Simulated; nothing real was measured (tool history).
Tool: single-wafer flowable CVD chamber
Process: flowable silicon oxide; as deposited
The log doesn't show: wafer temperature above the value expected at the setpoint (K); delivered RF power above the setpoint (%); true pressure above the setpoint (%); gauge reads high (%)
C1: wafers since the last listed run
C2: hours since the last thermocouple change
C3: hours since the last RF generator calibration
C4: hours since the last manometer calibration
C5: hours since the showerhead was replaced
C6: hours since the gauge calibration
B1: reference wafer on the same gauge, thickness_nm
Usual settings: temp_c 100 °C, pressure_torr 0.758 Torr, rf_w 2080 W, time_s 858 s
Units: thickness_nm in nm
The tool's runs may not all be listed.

{"run": 1, "hour": 0.0, "temp_c": 100, "pressure_torr": 0.758, "rf_w": 2080, "time_s": 858, "C1": 0, "C2": 1855.0, "C3": 1716.3, "C4": 1228.7, "C5": 3244.5, "C6": 36.5, "B1": 481.086, "thickness_nm": 362.77}
{"run": 2, "hour": 45.2, "temp_c": 100, "pressure_torr": 0.758, "rf_w": 2080, "time_s": 858, "C1": 82, "C2": 1900.2, "C3": 1761.5, "C4": 1273.9, "C5": 3289.7, "C6": 81.7, "B1": 482.172, "thickness_nm": 360.714}
{"run": 3, "hour": 63.1, "temp_c": 100, "pressure_torr": 0.758, "rf_w": 2080, "time_s": 858, "C1": 32, "C2": 1918.1, "C3": 1779.4, "C4": 1291.8, "C5": 3307.6, "C6": 99.6, "B1": 481.814, "thickness_nm": 361.488}
{"run": 4, "hour": 71.7, "temp_c": 100, "pressure_torr": 0.758, "rf_w": 2080, "time_s": 858, "C1": 15, "C2": 1926.7, "C3": 1788.0, "C4": 1300.4, "C5": 3316.2, "C6": 108.2, "B1": 480.665, "thickness_nm": 361.603}
{"hour": 87.6, "done": "showerhead replaced"}
{"run": 5, "hour": 88.1, "temp_c": 100, "pressure_torr": 0.758, "rf_w": 2080, "time_s": 858, "C1": 15, "C2": 1943.1, "C3": 1804.4, "C4": 1316.8, "C5": 0.5, "C6": 124.6, "B1": 482.225, "thickness_nm": 359.626}
{"run": 6, "hour": 97.6, "temp_c": 100, "pressure_torr": 0.758, "rf_w": 2080, "time_s": 858, "C1": 17, "C2": 1952.6, "C3": 1813.9, "C4": 1326.3, "C5": 10.0, "C6": 134.1, "B1": 482.155, "thickness_nm": 360.276}
{"hour": 102.4, "done": "gauge calibrated"}
{"hour": 113.2, "done": "thermocouple changed; heater temperature recalibrated"}
{"hour": 118.2, "done": "RF generator calibrated"}
{"run": 7, "hour": 118.7, "temp_c": 100, "pressure_torr": 0.758, "rf_w": 2080, "time_s": 858, "C1": 14, "C2": 5.5, "C3": 0.5, "C4": 1347.4, "C5": 31.1, "C6": 16.3, "B1": 481.243, "thickness_nm": 322.783}
{"run": 8, "hour": 124.9, "temp_c": 100, "pressure_torr": 0.871, "rf_w": 2080, "time_s": 858, "C1": 11, "C2": 11.7, "C3": 6.7, "C4": 1353.6, "C5": 37.3, "C6": 22.5, "B1": 481.514, "thickness_nm": 368.239}
{"run": 9, "hour": 136.5, "temp_c": 100, "pressure_torr": 0.871, "rf_w": 2080, "time_s": 858, "C1": 21, "C2": 23.3, "C3": 18.3, "C4": 1365.2, "C5": 48.9, "C6": 34.1, "B1": 482.067, "thickness_nm": 370.965}

Run 10 comes next. What will it give?
{"hour": 153.2, "done": "thermocouple changed; heater temperature recalibrated, repeated, since the last time left the tool worse"}
{"hour": 155.0, "done": "capacitance manometer re-zeroed and calibrated"}
{"run": 10, "hour": 155.5, "temp_c": 92, "pressure_torr": 0.758, "rf_w": 1885, "time_s": 959, "C1": 16, "C2": 2.3, "C3": 37.3, "C4": 0.5, "C5": 67.9, "C6": 53.1, "B1": "?", "thickness_nm": "?"}

Run 10 gave B1 482.444, thickness_nm 637.808 nm.
Without the tool's hidden state the same run would have given thickness_nm 639.226 nm.
